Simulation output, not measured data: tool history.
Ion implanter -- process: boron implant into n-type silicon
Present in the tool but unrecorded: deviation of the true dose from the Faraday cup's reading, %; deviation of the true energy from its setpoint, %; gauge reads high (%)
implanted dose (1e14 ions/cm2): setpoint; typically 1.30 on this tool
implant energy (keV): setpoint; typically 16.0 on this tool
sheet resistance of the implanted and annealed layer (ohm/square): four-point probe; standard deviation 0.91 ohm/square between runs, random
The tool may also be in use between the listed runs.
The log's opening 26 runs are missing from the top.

run,day,implanted dose (1e14 ions/cm2),implant energy (keV),wafers since the last listed run,hours since the last dose calibration,hours since the extraction supply was calibrated,hours since the gauge calibration,"read-back reference wafer on the same gauge, sheet resistance",sheet resistance of the implanted and annealed layer (ohm/square)
27,27.338,1.63,20.0,298,250.0,56.5,201.8,533.06,492.54
28,27.925,1.05,18.5,239,264.1,70.6,215.9,533.10,705.56
29,28.792,1.07,13.5,352,284.9,91.4,236.7,532.68,730.25
30,30.146,0.93,11.0,551,317.4,123.9,269.2,533.18,836.82
31,31.033,1.30,20.5,361,338.7,145.2,290.5,532.89,587.83
32,32.146,1.43,14.5,452,365.4,171.9,317.2,533.16,572.00
33,32.729,1.30,16.0,237,379.4,185.9,331.2,533.02,611.53
34,33.508,1.10,20.5,317,398.1,204.6,349.9,533.35,669.50
35,34.838,1.30,16.0,540,430.0,236.5,381.8,532.88,609.97
36,35.475,1.30,16.0,259,445.3,251.8,397.1,532.98,612.79
37,36.804,1.47,16.0,540,477.2,283.7,429.0,533.04,553.21
38,38.229,1.51,20.0,579,511.4,317.9,463.2,533.10,524.93

Consider 3 possible next runs. They are alternatives, not a sequence: every one starts from the tool as it was left by run 38. What does each give?
A,38.246,1.30,16.0,6,511.8,318.3,463.6,?,?
B,38.246,1.20,17.5,6,511.8,318.3,463.6,?,?
C,38.246,1.66,18.5,6,511.8,318.3,463.6,?,?

run,"read-back reference wafer on the same gauge, sheet resistance",sheet resistance of the implanted and annealed layer (ohm/square)
A,532.99,611.89
B,532.99,643.45
C,532.99,492.35
Stripped of hidden state, with their random variation kept, the same runs would have yielded:
run,sheet resistance of the implanted and annealed layer (ohm/square)
A,607.55
B,638.98
C,488.80
